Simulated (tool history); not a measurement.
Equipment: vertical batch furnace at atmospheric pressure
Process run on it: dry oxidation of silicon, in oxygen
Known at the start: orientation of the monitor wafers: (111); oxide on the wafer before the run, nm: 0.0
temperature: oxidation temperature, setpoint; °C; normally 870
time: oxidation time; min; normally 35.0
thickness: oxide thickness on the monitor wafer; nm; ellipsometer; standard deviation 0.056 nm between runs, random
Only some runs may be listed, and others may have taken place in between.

run	day	temperature	time	wafers since the last listed run	hours since the last temperature calibration	hours since the boat lift was adjusted	hours since the gauge calibration	read-back reference wafer on the same gauge, thickness	thickness
1	0.000	888	35.0	0	3509.5	2857.7	55.5	17.09	18.85
2	0.575	888	35.0	226	3523.3	2871.5	69.3	17.09	19.07
3	1.042	888	35.0	183	3534.5	2882.7	80.5	17.08	18.92
4	1.442	870	46.5	157	3544.1	2892.3	90.1	17.10	19.06
5	2.117	870	35.0	265	3560.3	2908.5	106.3	17.11	15.53
6	2.488	870	35.0	146	3569.2	2917.4	115.2	17.08	15.53
7	3.188	870	35.0	275	3586.0	2934.2	132.0	17.08	15.57
8	3.467	870	35.0	109	3592.7	2940.9	138.7	17.09	15.63
# day 4.321: gauge calibrated
# day 4.604: thermocouples replaced and temperature profile calibrated
9	4.625	883	35.0	62	0.5	2968.7	7.3	17.10	17.92
10	4.783	857	50.0	62	4.3	2972.5	11.1	17.11	17.38
11	5.104	877	35.0	126	12.0	2980.2	18.8	17.09	16.83
12	5.833	870	50.5	287	29.5	2997.7	36.3	17.09	20.01
# day 7.554: boat lift adjusted
13	7.892	870	35.0	416	78.9	8.1	85.7	17.09	15.52
14	8.579	870	35.0	270	95.4	24.6	102.2	17.09	15.44
15	8.850	870	46.0	106	101.9	31.1	108.7	17.09	18.89

Estimate the outcome of run 16 from the log above:
16	9.196	870	35.0	136	110.2	39.4	117.0	?	?

{"run 16": {"read-back reference wafer on the same gauge, thickness": 17.08, "thickness": 15.52}}
Minus the tool's unlogged condition, the same run would have read thickness 15.52 nm.
